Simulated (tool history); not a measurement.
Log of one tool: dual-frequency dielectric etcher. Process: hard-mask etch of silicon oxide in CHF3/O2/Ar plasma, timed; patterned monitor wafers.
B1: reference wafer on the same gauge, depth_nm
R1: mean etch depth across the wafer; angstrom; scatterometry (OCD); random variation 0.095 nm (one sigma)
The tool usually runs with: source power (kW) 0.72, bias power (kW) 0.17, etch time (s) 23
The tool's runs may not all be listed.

run 1 hour=0 | source_power_(kW)=0.67 bias_power_(kW)=0.17 etch_time_(s)=23 | B1=42.41 | R1=447.7
run 2 hour=24.4 | source_power_(kW)=0.72 bias_power_(kW)=0.17 etch_time_(s)=23 | B1=42.43 | R1=465.2
-- hour=61.7 wet clean of the chamber
run 3 hour=62.2 | source_power_(kW)=0.72 bias_power_(kW)=0.17 etch_time_(s)=23 | B1=42.39 | R1=453.3
run 4 hour=78.7 | source_power_(kW)=0.72 bias_power_(kW)=0.17 etch_time_(s)=23 | B1=42.42 | R1=452.4
run 5 hour=105.4 | source_power_(kW)=0.72 bias_power_(kW)=0.17 etch_time_(s)=23 | B1=42.42 | R1=452.8
run 6 hour=119 | source_power_(kW)=0.72 bias_power_(kW)=0.17 etch_time_(s)=23 | B1=42.4 | R1=453.5
run 7 hour=154.3 | source_power_(kW)=0.58 bias_power_(kW)=0.17 etch_time_(s)=20.5 | B1=42.39 | R1=358.1
run 8 hour=172.6 | source_power_(kW)=0.72 bias_power_(kW)=0.17 etch_time_(s)=23 | B1=42.42 | R1=453.4
run 9 hour=206.6 | source_power_(kW)=0.72 bias_power_(kW)=0.17 etch_time_(s)=23 | B1=42.41 | R1=456.6
run 10 hour=232.5 | source_power_(kW)=0.72 bias_power_(kW)=0.17 etch_time_(s)=23 | B1=42.39 | R1=458.1
run 11 hour=268.4 | source_power_(kW)=0.72 bias_power_(kW)=0.17 etch_time_(s)=23 | B1=42.4 | R1=457.8
run 12 hour=301.1 | source_power_(kW)=0.66 bias_power_(kW)=0.143 etch_time_(s)=30 | B1=42.42 | R1=549.6
run 13 hour=330.4 | source_power_(kW)=0.72 bias_power_(kW)=0.17 etch_time_(s)=23 | B1=42.39 | R1=456.4
run 14 hour=345.5 | source_power_(kW)=0.72 bias_power_(kW)=0.17 etch_time_(s)=23 | B1=42.4 | R1=459.7
run 15 hour=377.7 | source_power_(kW)=0.54 bias_power_(kW)=0.17 etch_time_(s)=23 | B1=42.39 | R1=391.5
run 16 hour=394.6 | source_power_(kW)=0.72 bias_power_(kW)=0.147 etch_time_(s)=18 | B1=42.39 | R1=350.1
run 17 hour=410 | source_power_(kW)=0.77 bias_power_(kW)=0.194 etch_time_(s)=20 | B1=42.42 | R1=425.4
-- hour=416.8 bias power generator calibrated
run 18 hour=424 | source_power_(kW)=0.72 bias_power_(kW)=0.189 etch_time_(s)=23 | B1=42.39 | R1=470.9
-- hour=462.1 upper electrode replaced
run 19 hour=462.6 | source_power_(kW)=0.72 bias_power_(kW)=0.17 etch_time_(s)=23 | B1=42.41 | R1=460.1
-- hour=470.9 source power generator calibrated
run 20 hour=471.9 | source_power_(kW)=0.72 bias_power_(kW)=0.151 etch_time_(s)=21 | B1=42.4 | R1=412.7
run 21 hour=503.4 | source_power_(kW)=0.56 bias_power_(kW)=0.137 etch_time_(s)=25.5 | B1=42.42 | R1=427.1
run 22 hour=519.5 | source_power_(kW)=0.72 bias_power_(kW)=0.132 etch_time_(s)=23 | B1=42.41 | R1=443.9

Forecast run 23:
-- hour=531.7 gauge calibrated
run 23 hour=554.2 | source_power_(kW)=0.81 bias_power_(kW)=0.17 etch_time_(s)=23 | B1=? | R1=?

{"run 23": {"B1": 42.4, "R1": 492.6}}
The same run, on a tool lacking any hidden state, would have yielded R1 481.2 angstrom.
